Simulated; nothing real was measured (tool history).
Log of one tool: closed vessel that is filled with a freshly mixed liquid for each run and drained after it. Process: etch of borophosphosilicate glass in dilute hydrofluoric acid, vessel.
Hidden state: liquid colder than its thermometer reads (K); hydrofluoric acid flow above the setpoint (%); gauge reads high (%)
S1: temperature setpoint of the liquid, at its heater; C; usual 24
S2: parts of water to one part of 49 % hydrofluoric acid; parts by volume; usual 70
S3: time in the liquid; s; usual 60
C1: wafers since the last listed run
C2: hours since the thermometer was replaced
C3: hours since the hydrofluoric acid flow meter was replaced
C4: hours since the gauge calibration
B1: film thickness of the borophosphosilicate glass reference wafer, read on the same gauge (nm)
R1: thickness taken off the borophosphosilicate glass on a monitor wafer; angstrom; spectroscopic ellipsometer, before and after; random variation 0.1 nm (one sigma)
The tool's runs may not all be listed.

Run 1, hour 0: usual settings; C1 0; C2 584.8; C3 7.4; C4 171.6; B1 50.01. Result: R1 275.6 angstrom.
Run 2, hour 66.3: usual settings; C1 6362; C2 651.1; C3 73.7; C4 237.9; B1 49.98. Result: R1 277.2 angstrom.
Run 3, hour 118.5: usual settings; C1 5009; C2 703.3; C3 125.9; C4 290.1; B1 49.97. Result: R1 274.7 angstrom.
Run 4, hour 167.8: usual settings but S1 26 C, S2 60 parts by volume; C1 4731; C2 752.6; C3 175.2; C4 339.4; B1 49.99. Result: R1 352.6 angstrom.
Run 5, hour 204.7: usual settings but S1 26 C, S2 60 parts by volume; C1 3541; C2 789.5; C3 212.1; C4 376.3; B1 50. Result: R1 352.5 angstrom.
Run 6, hour 251.4: usual settings but S1 26 C, S2 60 parts by volume; C1 4481; C2 836.2; C3 258.8; C4 423; B1 50.01. Result: R1 352 angstrom.
At hour 281.4: gauge calibrated.
Run 7, hour 292.7: usual settings; C1 3963; C2 877.5; C3 300.1; C4 11.3; B1 50.01. Result: R1 273.4 angstrom.
Run 8, hour 331.9: usual settings but S1 25.5 C; C1 3761; C2 916.7; C3 339.3; C4 50.5; B1 50.01. Result: R1 291.5 angstrom.
Run 9, hour 401.1: usual settings but S1 19.5 C, S2 40 parts by volume; C1 6640; C2 985.9; C3 408.5; C4 119.7; B1 50. Result: R1 412.1 angstrom.
Run 10, hour 446.5: usual settings but S1 19 C, S2 100 parts by volume, S3 30 s; C1 4356; C2 1031.3; C3 453.9; C4 165.1; B1 49.98. Result: R1 75.5 angstrom.
At hour 497.1: thermometer replaced.
Run 11, hour 503.4: usual settings; C1 5364; C2 6.3; C3 510.8; C4 222; B1 50.01. Result: R1 280.1 angstrom.
Run 12, hour 557.2: usual settings; C1 5162; C2 60.1; C3 564.6; C4 275.8; B1 50.04. Result: R1 279.7 angstrom.
Run 13, hour 585.8: usual settings; C1 2744; C2 88.7; C3 593.2; C4 304.4; B1 50.04. Result: R1 278.1 angstrom.
At hour 673.4: hydrofluoric acid flow meter replaced.
Run 14, hour 726.6: usual settings but S2 100 parts by volume; C1 13415; C2 229.5; C3 53.2; C4 445.2; B1 50.02. Result: R1 187.8 angstrom.
Run 15, hour 798: usual settings but S1 21 C; C1 6851; C2 300.9; C3 124.6; C4 516.6; B1 50.01. Result: R1 245.6 angstrom.
Run 16, hour 843.4: usual settings but S2 90 parts by volume, S3 40 s; C1 4356; C2 346.3; C3 170; C4 562; B1 49.99. Result: R1 140.6 angstrom.
At hour 852.3: gauge calibrated.
Run 17, hour 886.4: usual settings but S1 19.5 C, S2 60 parts by volume, S3 30 s; C1 4126; C2 389.3; C3 213; C4 34.1; B1 49.98. Result: R1 135.6 angstrom.

Measured less the same run without the tool's hidden state. The same run-to-run variation is in both; the gauge's scatter may not be:
run     R1
  1   -4.3
  2   -4.7
  3   -5.1
  4   -6.9
  5   -7.2
  6   -7.6
  7   -6.3
  8   -6.9
  9  -11.2
 10   -2.1
 11   -0.4
 12   -0.9
 13     -1
 14   -1.3
 15   -2.3
 16   -1.4
 17   -1.6
